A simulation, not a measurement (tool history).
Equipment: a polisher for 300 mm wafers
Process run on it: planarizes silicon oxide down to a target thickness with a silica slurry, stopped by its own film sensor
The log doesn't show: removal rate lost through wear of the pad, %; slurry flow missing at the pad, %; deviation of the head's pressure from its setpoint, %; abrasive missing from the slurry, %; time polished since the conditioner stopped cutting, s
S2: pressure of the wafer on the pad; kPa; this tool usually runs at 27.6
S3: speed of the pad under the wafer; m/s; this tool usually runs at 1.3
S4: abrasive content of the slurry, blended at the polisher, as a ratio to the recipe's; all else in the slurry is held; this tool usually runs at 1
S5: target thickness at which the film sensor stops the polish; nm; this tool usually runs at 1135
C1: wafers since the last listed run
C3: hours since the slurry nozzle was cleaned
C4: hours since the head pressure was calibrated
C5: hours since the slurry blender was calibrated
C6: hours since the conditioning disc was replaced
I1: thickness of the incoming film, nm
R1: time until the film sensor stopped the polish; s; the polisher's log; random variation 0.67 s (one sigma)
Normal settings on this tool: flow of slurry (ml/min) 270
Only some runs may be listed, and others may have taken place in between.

{"run": 1, "hour": 0.0, "flow of slurry (ml/min)": 270, "S2": 27.6, "S3": 1.3, "S4": 1, "S5": 1135, "C1": 0, "wafers polished on this pad": 1307, "C3": 48.7, "C4": 487.6, "C5": 26.2, "C6": 17.3, "I1": 1413.9, "R1": 83.7}
{"run": 2, "hour": 25.4, "flow of slurry (ml/min)": 270, "S2": 27.6, "S3": 1.3, "S4": 1, "S5": 1135, "C1": 207, "wafers polished on this pad": 1515, "C3": 74.1, "C4": 513, "C5": 51.6, "C6": 42.7, "I1": 1393.6, "R1": 77.7}
{"hour": 41.9, "done": "worn pad replaced by a new one"}
{"run": 3, "hour": 69.2, "flow of slurry (ml/min)": 270, "S2": 27.6, "S3": 1.3, "S4": 1, "S5": 1135, "C1": 325, "wafers polished on this pad": 223, "C3": 117.9, "C4": 556.8, "C5": 95.4, "C6": 86.5, "I1": 1380.9, "R1": 75.5}
{"run": 4, "hour": 125.1, "flow of slurry (ml/min)": 270, "S2": 27.6, "S3": 1.3, "S4": 1, "S5": 1135, "C1": 457, "wafers polished on this pad": 680, "C3": 173.8, "C4": 612.7, "C5": 151.3, "C6": 142.4, "I1": 1412.9, "R1": 88}
{"hour": 144.2, "done": "slurry blender recalibrated"}
{"run": 5, "hour": 181.5, "flow of slurry (ml/min)": 270, "S2": 31, "S3": 1.3, "S4": 1, "S5": 1169, "C1": 445, "wafers polished on this pad": 1126, "C3": 230.2, "C4": 669.1, "C5": 37.3, "C6": 198.8, "I1": 1414, "R1": 69.1}
{"run": 6, "hour": 208.5, "flow of slurry (ml/min)": 250, "S2": 27.6, "S3": 1.08, "S4": 1, "S5": 1135, "C1": 220, "wafers polished on this pad": 1346, "C3": 257.2, "C4": 696.1, "C5": 64.3, "C6": 225.8, "I1": 1371.9, "R1": 86.7}
{"hour": 222.4, "done": "worn pad replaced by a new one"}
{"run": 7, "hour": 279.6, "flow of slurry (ml/min)": 250, "S2": 27.6, "S3": 1.08, "S4": 1, "S5": 1135, "C1": 549, "wafers polished on this pad": 467, "C3": 328.3, "C4": 767.2, "C5": 135.4, "C6": 296.9, "I1": 1379.2, "R1": 90.6}
{"run": 8, "hour": 333.1, "flow of slurry (ml/min)": 270, "S2": 27.6, "S3": 1.3, "S4": 1, "S5": 1135, "C1": 437, "wafers polished on this pad": 905, "C3": 381.8, "C4": 820.7, "C5": 188.9, "C6": 350.4, "I1": 1401.6, "R1": 87.8}
{"hour": 339.6, "done": "slurry blender recalibrated"}
{"hour": 387.4, "done": "worn pad replaced by a new one"}
{"run": 9, "hour": 400.8, "flow of slurry (ml/min)": 270, "S2": 27.6, "S3": 1.3, "S4": 1, "S5": 1135, "C1": 504, "wafers polished on this pad": 109, "C3": 449.5, "C4": 888.4, "C5": 61.2, "C6": 418.1, "I1": 1407.7, "R1": 84}
{"run": 10, "hour": 468.6, "flow of slurry (ml/min)": 270, "S2": 27.6, "S3": 1.3, "S4": 0.75, "S5": 1109, "C1": 554, "wafers polished on this pad": 664, "C3": 517.3, "C4": 956.2, "C5": 129, "C6": 485.9, "I1": 1405.8, "R1": 105.1}
{"hour": 487.3, "done": "conditioning disc replaced and pad reconditioned"}
{"run": 11, "hour": 503.4, "flow of slurry (ml/min)": 320, "S2": 27.6, "S3": 1.04, "S4": 0.7, "S5": 1055, "C1": 268, "wafers polished on this pad": 932, "C3": 552.1, "C4": 991, "C5": 163.8, "C6": 16.1, "I1": 1408, "R1": 155.4}
{"hour": 526.3, "done": "slurry blender recalibrated"}
{"run": 12, "hour": 548.1, "flow of slurry (ml/min)": 270, "S2": 24.8, "S3": 1.3, "S4": 1.1, "S5": 1187, "C1": 349, "wafers polished on this pad": 1282, "C3": 596.8, "C4": 1035.7, "C5": 21.8, "C6": 60.8, "I1": 1409.7, "R1": 69.8}
{"hour": 553.2, "done": "worn pad replaced by a new one"}
{"run": 13, "hour": 587.3, "flow of slurry (ml/min)": 270, "S2": 27.6, "S3": 1.3, "S4": 1, "S5": 1135, "C1": 288, "wafers polished on this pad": 278, "C3": 636, "C4": 1074.9, "C5": 61, "C6": 100, "I1": 1384.1, "R1": 75.2}
{"hour": 607.1, "done": "slurry nozzle cleaned"}
{"run": 14, "hour": 624.5, "flow of slurry (ml/min)": 270, "S2": 31, "S3": 1.3, "S4": 1, "S5": 1104, "C1": 296, "wafers polished on this pad": 575, "C3": 17.4, "C4": 1112.1, "C5": 98.2, "C6": 137.2, "I1": 1400.7, "R1": 83.7}
{"run": 15, "hour": 649.6, "flow of slurry (ml/min)": 235, "S2": 32.4, "S3": 1.3, "S4": 1, "S5": 1135, "C1": 205, "wafers polished on this pad": 780, "C3": 42.5, "C4": 1137.2, "C5": 123.3, "C6": 162.3, "I1": 1417.7, "R1": 80}
{"hour": 711.0, "done": "slurry blender recalibrated"}
{"hour": 732.4, "done": "worn pad replaced by a new one"}
{"hour": 744.8, "done": "head pressure recalibrated"}
{"run": 16, "hour": 854.3, "flow of slurry (ml/min)": 270, "S2": 27.6, "S3": 1.3, "S4": 0.8, "S5": 1135, "C1": 1609, "wafers polished on this pad": 980, "C3": 247.2, "C4": 109.5, "C5": 143.3, "C6": 367, "I1": 1375.9, "R1": 82.2}
{"run": 17, "hour": 886.6, "flow of slurry (ml/min)": 215, "S2": 27.6, "S3": 0.86, "S4": 1, "S5": 1135, "C1": 264, "wafers polished on this pad": 1245, "C3": 279.5, "C4": 141.8, "C5": 175.6, "C6": 399.3, "I1": 1418.5, "R1": 127.4}
{"hour": 909.4, "done": "slurry blender recalibrated"}
{"hour": 918.8, "done": "worn pad replaced by a new one"}
{"run": 18, "hour": 945.0, "flow of slurry (ml/min)": 270, "S2": 27.6, "S3": 1.3, "S4": 1, "S5": 1135, "C1": 428, "wafers polished on this pad": 214, "C3": 337.9, "C4": 200.2, "C5": 35.6, "C6": 457.7, "I1": 1396.4, "R1": 79}

What was the tool's hidden state at every run in the log?
removal rate lost through wear of the pad, %: 0 at every run
slurry flow missing at the pad, %: 0 at every run
deviation of the head's pressure from its setpoint, %: 0 at every run
time polished since the conditioner stopped cutting, s: 0 at every run
H1: abrasive missing from the slurry, %
run=1 H1=4.71
run=2 H1=7.9
run=3 H1=13.4
run=4 H1=20.5
run=5 H1=9.17
run=6 H1=12.6
run=7 H1=21.5
run=8 H1=28.3
run=9 H1=13.1
run=10 H1=21.6
run=11 H1=26
run=12 H1=3.24
run=13 H1=8.17
run=14 H1=12.9
run=15 H1=16
run=16 H1=18.3
run=17 H1=22.4
run=18 H1=7.08
